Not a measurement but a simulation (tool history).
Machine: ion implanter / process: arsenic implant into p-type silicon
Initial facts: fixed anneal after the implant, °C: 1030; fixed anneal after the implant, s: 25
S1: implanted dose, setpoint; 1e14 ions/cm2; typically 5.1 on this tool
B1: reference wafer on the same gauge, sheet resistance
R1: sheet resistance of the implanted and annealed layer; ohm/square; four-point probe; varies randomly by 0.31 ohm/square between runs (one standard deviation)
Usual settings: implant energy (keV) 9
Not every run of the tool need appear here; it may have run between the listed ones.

run 1 hour=0 | S1=6.3 implant_energy_(keV)=9 | B1=186.98 | R1=183.32
run 2 hour=20.8 | S1=6.3 implant_energy_(keV)=9 | B1=186.96 | R1=183.52
run 3 hour=51.4 | S1=6.3 implant_energy_(keV)=9 | B1=187 | R1=183.5
run 4 hour=86.7 | S1=4.59 implant_energy_(keV)=9 | B1=186.98 | R1=233.93
run 5 hour=115.4 | S1=5.1 implant_energy_(keV)=9 | B1=187 | R1=215.71
run 6 hour=142 | S1=5.1 implant_energy_(keV)=9 | B1=186.93 | R1=215.48
-- hour=165.6 extraction supply calibrated
run 7 hour=166.1 | S1=5.1 implant_energy_(keV)=11.5 | B1=187.03 | R1=213.15
run 8 hour=179.8 | S1=5.1 implant_energy_(keV)=11.5 | B1=187 | R1=212.99
run 9 hour=198.4 | S1=6.11 implant_energy_(keV)=6.5 | B1=186.93 | R1=189.96
run 10 hour=212.1 | S1=5.1 implant_energy_(keV)=9 | B1=186.99 | R1=216.11
-- hour=240.1 Faraday cup replaced and dose calibrated
run 11 hour=240.6 | S1=6.04 implant_energy_(keV)=12 | B1=187.04 | R1=179.4
-- hour=252.8 gauge calibrated
run 12 hour=268.4 | S1=4.5 implant_energy_(keV)=9 | B1=186.94 | R1=227.98
run 13 hour=284.1 | S1=5.1 implant_energy_(keV)=7.5 | B1=187.03 | R1=208.67
run 14 hour=312.6 | S1=6.3 implant_energy_(keV)=9 | B1=186.88 | R1=176.63
run 15 hour=336.7 | S1=4.28 implant_energy_(keV)=6 | B1=187.03 | R1=240.7
run 16 hour=364.2 | S1=5.54 implant_energy_(keV)=10.5 | B1=186.96 | R1=193.16
run 17 hour=379.6 | S1=5.1 implant_energy_(keV)=10.5 | B1=187 | R1=205.69

Per-run results on a tool with no hidden state, each run keeping its own random variation:
Unlogged tool condition in this case: deviation of the true dose from the Faraday cup's reading, %; deviation of the true energy from its setpoint, %; gauge reads high (%).
run=1 R1=177.21
run=2 R1=177.34
run=3 R1=177.22
run=4 R1=225.51
run=5 R1=207.91
run=6 R1=207.58
run=7 R1=205.29
run=8 R1=205.08
run=9 R1=182.94
run=10 R1=207.91
run=11 R1=180.2
run=12 R1=228.91
run=13 R1=209.45
run=14 R1=177.18
run=15 R1=241.39
run=16 R1=193.6
run=17 R1=206.11
